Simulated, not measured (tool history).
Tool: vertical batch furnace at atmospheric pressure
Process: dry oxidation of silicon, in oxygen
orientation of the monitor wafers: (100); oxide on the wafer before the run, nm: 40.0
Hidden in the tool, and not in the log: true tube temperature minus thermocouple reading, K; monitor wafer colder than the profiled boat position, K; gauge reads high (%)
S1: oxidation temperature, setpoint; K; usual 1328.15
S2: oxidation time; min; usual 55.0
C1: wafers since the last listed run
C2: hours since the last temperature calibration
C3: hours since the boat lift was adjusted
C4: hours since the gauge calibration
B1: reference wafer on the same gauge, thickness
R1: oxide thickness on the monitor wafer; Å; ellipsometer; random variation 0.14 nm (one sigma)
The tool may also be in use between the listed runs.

{"run": 1, "hour": 0.0, "S1": 1328.15, "S2": 55.0, "C1": 0, "C2": 3473.9, "C3": 4080.0, "C4": 209.6, "B1": 83.3, "R1": 989.8}
{"run": 2, "hour": 19.9, "S1": 1328.15, "S2": 55.0, "C1": 275, "C2": 3493.8, "C3": 4099.9, "C4": 229.5, "B1": 83.25, "R1": 990.2}
{"run": 3, "hour": 33.1, "S1": 1328.15, "S2": 55.0, "C1": 182, "C2": 3507.0, "C3": 4113.1, "C4": 242.7, "B1": 83.28, "R1": 991.3}
{"run": 4, "hour": 60.5, "S1": 1328.15, "S2": 55.0, "C1": 379, "C2": 3534.4, "C3": 4140.5, "C4": 270.1, "B1": 83.34, "R1": 989.2}
{"run": 5, "hour": 73.8, "S1": 1328.15, "S2": 68.5, "C1": 184, "C2": 3547.7, "C3": 4153.8, "C4": 283.4, "B1": 83.26, "R1": 1106.6}
{"run": 6, "hour": 91.2, "S1": 1328.15, "S2": 68.5, "C1": 240, "C2": 3565.1, "C3": 4171.2, "C4": 300.8, "B1": 83.27, "R1": 1102.4}
{"run": 7, "hour": 127.1, "S1": 1328.15, "S2": 55.0, "C1": 496, "C2": 3601.0, "C3": 4207.1, "C4": 336.7, "B1": 83.27, "R1": 994.8}
{"run": 8, "hour": 153.2, "S1": 1328.15, "S2": 55.0, "C1": 361, "C2": 3627.1, "C3": 4233.2, "C4": 362.8, "B1": 83.29, "R1": 992.7}
{"run": 9, "hour": 175.4, "S1": 1328.15, "S2": 55.0, "C1": 307, "C2": 3649.3, "C3": 4255.4, "C4": 385.0, "B1": 83.28, "R1": 992.4}
{"run": 10, "hour": 210.6, "S1": 1328.15, "S2": 55.0, "C1": 487, "C2": 3684.5, "C3": 4290.6, "C4": 420.2, "B1": 83.32, "R1": 991.8}
{"run": 11, "hour": 231.2, "S1": 1328.15, "S2": 55.0, "C1": 285, "C2": 3705.1, "C3": 4311.2, "C4": 440.8, "B1": 83.32, "R1": 993.7}
{"run": 12, "hour": 265.3, "S1": 1322.15, "S2": 55.0, "C1": 471, "C2": 3739.2, "C3": 4345.3, "C4": 474.9, "B1": 83.32, "R1": 958.4}
{"run": 13, "hour": 286.1, "S1": 1322.15, "S2": 55.0, "C1": 287, "C2": 3760.0, "C3": 4366.1, "C4": 495.7, "B1": 83.24, "R1": 960.2}
{"run": 14, "hour": 307.1, "S1": 1328.15, "S2": 55.0, "C1": 290, "C2": 3781.0, "C3": 4387.1, "C4": 516.7, "B1": 83.36, "R1": 994.2}
{"run": 15, "hour": 334.7, "S1": 1328.15, "S2": 55.0, "C1": 381, "C2": 3808.6, "C3": 4414.7, "C4": 544.3, "B1": 83.31, "R1": 992.3}
{"run": 16, "hour": 355.1, "S1": 1328.15, "S2": 66.0, "C1": 282, "C2": 3829.0, "C3": 4435.1, "C4": 564.7, "B1": 83.32, "R1": 1086.7}
{"hour": 391.4, "done": "boat lift adjusted"}
{"run": 17, "hour": 391.9, "S1": 1328.15, "S2": 55.0, "C1": 177, "C2": 3865.8, "C3": 0.5, "C4": 601.5, "B1": 83.39, "R1": 996.7}
{"run": 18, "hour": 421.7, "S1": 1319.15, "S2": 55.0, "C1": 412, "C2": 3895.6, "C3": 30.3, "C4": 631.3, "B1": 83.28, "R1": 945.2}
{"run": 19, "hour": 436.5, "S1": 1321.15, "S2": 29.5, "C1": 204, "C2": 3910.4, "C3": 45.1, "C4": 646.1, "B1": 83.21, "R1": 729.5}
{"hour": 448.1, "done": "gauge calibrated"}
{"run": 20, "hour": 471.0, "S1": 1350.15, "S2": 47.5, "C1": 477, "C2": 3944.9, "C3": 79.6, "C4": 22.9, "B1": 83.28, "R1": 1052.4}
{"run": 21, "hour": 495.9, "S1": 1328.15, "S2": 55.0, "C1": 344, "C2": 3969.8, "C3": 104.5, "C4": 47.8, "B1": 83.26, "R1": 996.3}
{"run": 22, "hour": 513.1, "S1": 1349.15, "S2": 55.0, "C1": 237, "C2": 3987.0, "C3": 121.7, "C4": 65.0, "B1": 83.24, "R1": 1127.2}
{"run": 23, "hour": 529.1, "S1": 1342.15, "S2": 66.5, "C1": 221, "C2": 4003.0, "C3": 137.7, "C4": 81.0, "B1": 83.33, "R1": 1192.8}
{"hour": 579.3, "done": "thermocouples replaced and temperature profile calibrated"}
{"run": 24, "hour": 631.2, "S1": 1328.15, "S2": 55.0, "C1": 1080, "C2": 51.9, "C3": 239.8, "C4": 183.1, "B1": 83.34, "R1": 962.1}
{"run": 25, "hour": 659.3, "S1": 1352.15, "S2": 55.0, "C1": 388, "C2": 80.0, "C3": 267.9, "C4": 211.2, "B1": 83.29, "R1": 1107.1}
{"run": 26, "hour": 741.3, "S1": 1328.15, "S2": 33.5, "C1": 1134, "C2": 162.0, "C3": 349.9, "C4": 293.2, "B1": 83.3, "R1": 772.0}
{"run": 27, "hour": 774.1, "S1": 1307.15, "S2": 34.0, "C1": 453, "C2": 194.8, "C3": 382.7, "C4": 326.0, "B1": 83.3, "R1": 700.0}
{"run": 28, "hour": 797.4, "S1": 1328.15, "S2": 55.0, "C1": 322, "C2": 218.1, "C3": 406.0, "C4": 349.3, "B1": 83.3, "R1": 960.0}
{"run": 29, "hour": 811.5, "S1": 1328.15, "S2": 69.0, "C1": 195, "C2": 232.2, "C3": 420.1, "C4": 363.4, "B1": 83.28, "R1": 1075.7}

3 ways to go on from here, each from the tool as it stands after run 29. What would each give?
{"run": "A", "hour": 816.8, "S1": 1328.15, "S2": 32.5, "C1": 73, "C2": 237.5, "C3": 425.4, "C4": 368.7, "B1": "?", "R1": "?"}
{"run": "B", "hour": 816.8, "S1": 1346.15, "S2": 66.0, "C1": 73, "C2": 237.5, "C3": 425.4, "C4": 368.7, "B1": "?", "R1": "?"}
{"run": "C", "hour": 816.8, "S1": 1319.15, "S2": 29.0, "C1": 73, "C2": 237.5, "C3": 425.4, "C4": 368.7, "B1": "?", "R1": "?"}

run=A B1=83.32 R1=762.7
run=B B1=83.32 R1=1173.3
run=C B1=83.32 R1=699.0
Without the tool's hidden state the same runs would have given:
run=A R1=760.8
run=B R1=1169.8
run=C R1=697.4
